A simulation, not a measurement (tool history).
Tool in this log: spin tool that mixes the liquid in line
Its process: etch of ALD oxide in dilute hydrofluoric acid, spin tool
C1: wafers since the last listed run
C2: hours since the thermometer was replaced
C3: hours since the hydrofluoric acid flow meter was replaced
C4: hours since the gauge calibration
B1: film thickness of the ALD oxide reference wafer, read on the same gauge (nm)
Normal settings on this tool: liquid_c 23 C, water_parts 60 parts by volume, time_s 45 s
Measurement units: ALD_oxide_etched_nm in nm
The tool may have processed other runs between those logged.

{"run": 1, "hour": 0.0, "liquid_c": 23, "water_parts": 60, "time_s": 45, "C1": 0, "C2": 1410.8, "C3": 1104, "C4": 257.2, "B1": 140, "ALD_oxide_etched_nm": 11.24}
{"run": 2, "hour": 38.9, "liquid_c": 23, "water_parts": 60, "time_s": 45, "C1": 415, "C2": 1449.7, "C3": 1142.9, "C4": 296.1, "B1": 139.99, "ALD_oxide_etched_nm": 11.37}
{"run": 3, "hour": 77.6, "liquid_c": 23, "water_parts": 60, "time_s": 45, "C1": 413, "C2": 1488.4, "C3": 1181.6, "C4": 334.8, "B1": 139.99, "ALD_oxide_etched_nm": 11.29}
{"run": 4, "hour": 129.5, "liquid_c": 23, "water_parts": 60, "time_s": 45, "C1": 553, "C2": 1540.3, "C3": 1233.5, "C4": 386.7, "B1": 139.97, "ALD_oxide_etched_nm": 11.42}
{"run": 5, "hour": 292.7, "liquid_c": 23, "water_parts": 60, "time_s": 45, "C1": 1741, "C2": 1703.5, "C3": 1396.7, "C4": 549.9, "B1": 140, "ALD_oxide_etched_nm": 11.28}
{"run": 6, "hour": 335.8, "liquid_c": 23, "water_parts": 60, "time_s": 45, "C1": 460, "C2": 1746.6, "C3": 1439.8, "C4": 593, "B1": 139.97, "ALD_oxide_etched_nm": 11.37}
{"run": 7, "hour": 436.2, "liquid_c": 23, "water_parts": 60, "time_s": 40, "C1": 1071, "C2": 1847, "C3": 1540.2, "C4": 693.4, "B1": 139.99, "ALD_oxide_etched_nm": 10.09}
{"run": 8, "hour": 538.1, "liquid_c": 23, "water_parts": 60, "time_s": 40, "C1": 1087, "C2": 1948.9, "C3": 1642.1, "C4": 795.3, "B1": 139.98, "ALD_oxide_etched_nm": 10.26}
{"run": 9, "hour": 596.7, "liquid_c": 27, "water_parts": 60, "time_s": 40, "C1": 625, "C2": 2007.5, "C3": 1700.7, "C4": 853.9, "B1": 140.02, "ALD_oxide_etched_nm": 11.93}
{"run": 10, "hour": 798.4, "liquid_c": 27, "water_parts": 60, "time_s": 40, "C1": 2152, "C2": 2209.2, "C3": 1902.4, "C4": 1055.6, "B1": 140.01, "ALD_oxide_etched_nm": 12.14}
{"run": 11, "hour": 888.8, "liquid_c": 27, "water_parts": 60, "time_s": 40, "C1": 964, "C2": 2299.6, "C3": 1992.8, "C4": 1146, "B1": 140.03, "ALD_oxide_etched_nm": 12.22}
{"hour": 934.0, "done": "hydrofluoric acid flow meter replaced"}
{"run": 12, "hour": 991.8, "liquid_c": 23, "water_parts": 80, "time_s": 45, "C1": 1088, "C2": 2402.6, "C3": 57.8, "C4": 1249, "B1": 139.99, "ALD_oxide_etched_nm": 9.06}
{"run": 13, "hour": 1052.5, "liquid_c": 23, "water_parts": 80, "time_s": 45, "C1": 647, "C2": 2463.3, "C3": 118.5, "C4": 1309.7, "B1": 140, "ALD_oxide_etched_nm": 9.15}
{"run": 14, "hour": 1114.5, "liquid_c": 23, "water_parts": 60, "time_s": 45, "C1": 661, "C2": 2525.3, "C3": 180.5, "C4": 1371.7, "B1": 139.97, "ALD_oxide_etched_nm": 12.35}
{"run": 15, "hour": 1172.5, "liquid_c": 21.5, "water_parts": 40, "time_s": 55, "C1": 619, "C2": 2583.3, "C3": 238.5, "C4": 1429.7, "B1": 140, "ALD_oxide_etched_nm": 21.43}
{"run": 16, "hour": 1213.0, "liquid_c": 21.5, "water_parts": 85, "time_s": 25, "C1": 432, "C2": 2623.8, "C3": 279, "C4": 1470.2, "B1": 140, "ALD_oxide_etched_nm": 4.49}
{"hour": 1221.5, "done": "hydrofluoric acid flow meter replaced, repeated, since the last time left the tool worse"}
{"run": 17, "hour": 1309.8, "liquid_c": 23, "water_parts": 60, "time_s": 45, "C1": 1022, "C2": 2720.6, "C3": 88.3, "C4": 1567, "B1": 140, "ALD_oxide_etched_nm": 10.75}
{"run": 18, "hour": 1369.6, "liquid_c": 23, "water_parts": 85, "time_s": 30, "C1": 638, "C2": 2780.4, "C3": 148.1, "C4": 1626.8, "B1": 140.01, "ALD_oxide_etched_nm": 4.98}
{"run": 19, "hour": 1467.9, "liquid_c": 23, "water_parts": 60, "time_s": 45, "C1": 1049, "C2": 2878.7, "C3": 246.4, "C4": 1725.1, "B1": 139.98, "ALD_oxide_etched_nm": 10.93}
{"hour": 1558.5, "done": "gauge calibrated"}
{"hour": 1583.5, "done": "thermometer replaced"}
{"run": 20, "hour": 1709.3, "liquid_c": 23, "water_parts": 60, "time_s": 45, "C1": 2565, "C2": 125.8, "C3": 487.8, "C4": 150.8, "B1": 140, "ALD_oxide_etched_nm": 10.93}
{"run": 21, "hour": 1762.2, "liquid_c": 23, "water_parts": 45, "time_s": 35, "C1": 564, "C2": 178.7, "C3": 540.7, "C4": 203.7, "B1": 140, "ALD_oxide_etched_nm": 11.73}
{"run": 22, "hour": 1856.0, "liquid_c": 26.5, "water_parts": 85, "time_s": 45, "C1": 1001, "C2": 272.5, "C3": 634.5, "C4": 297.5, "B1": 140.02, "ALD_oxide_etched_nm": 8.79}
{"run": 23, "hour": 1920.5, "liquid_c": 27.5, "water_parts": 60, "time_s": 45, "C1": 688, "C2": 337, "C3": 699, "C4": 362, "B1": 140, "ALD_oxide_etched_nm": 13.35}
{"run": 24, "hour": 1961.5, "liquid_c": 23, "water_parts": 80, "time_s": 55, "C1": 437, "C2": 378, "C3": 740, "C4": 403, "B1": 140.02, "ALD_oxide_etched_nm": 9.78}
{"run": 25, "hour": 2037.4, "liquid_c": 23, "water_parts": 60, "time_s": 30, "C1": 810, "C2": 453.9, "C3": 815.9, "C4": 478.9, "B1": 140.01, "ALD_oxide_etched_nm": 7.42}
{"run": 26, "hour": 2084.3, "liquid_c": 23, "water_parts": 80, "time_s": 30, "C1": 500, "C2": 500.8, "C3": 862.8, "C4": 525.8, "B1": 139.98, "ALD_oxide_etched_nm": 5.36}

5 ways to go on from here, each from the tool as it stands after run 26. What would each give?
{"run": "A", "hour": 2084.7, "liquid_c": 23, "water_parts": 60, "time_s": 45, "C1": 4, "C2": 501.2, "C3": 863.2, "C4": 526.2, "B1": "?", "ALD_oxide_etched_nm": "?"}
{"run": "B", "hour": 2084.7, "liquid_c": 20, "water_parts": 50, "time_s": 60, "C1": 4, "C2": 501.2, "C3": 863.2, "C4": 526.2, "B1": "?", "ALD_oxide_etched_nm": "?"}
{"run": "C", "hour": 2084.7, "liquid_c": 23, "water_parts": 60, "time_s": 60, "C1": 4, "C2": 501.2, "C3": 863.2, "C4": 526.2, "B1": "?", "ALD_oxide_etched_nm": "?"}
{"run": "D", "hour": 2084.7, "liquid_c": 25, "water_parts": 60, "time_s": 45, "C1": 4, "C2": 501.2, "C3": 863.2, "C4": 526.2, "B1": "?", "ALD_oxide_etched_nm": "?"}
{"run": "E", "hour": 2084.7, "liquid_c": 24.5, "water_parts": 60, "time_s": 45, "C1": 4, "C2": 501.2, "C3": 863.2, "C4": 526.2, "B1": "?", "ALD_oxide_etched_nm": "?"}

run=A B1=139.98 ALD_oxide_etched_nm=10.96
run=B B1=139.98 ALD_oxide_etched_nm=15.65
run=C B1=139.98 ALD_oxide_etched_nm=14.61
run=D B1=139.98 ALD_oxide_etched_nm=11.89
run=E B1=139.98 ALD_oxide_etched_nm=11.65
With the hidden condition removed and each run's random variation left untouched, the same runs would have given:
run=A ALD_oxide_etched_nm=10.57
run=B ALD_oxide_etched_nm=15.1
run=C ALD_oxide_etched_nm=14.09
run=D ALD_oxide_etched_nm=11.47
run=E ALD_oxide_etched_nm=11.24
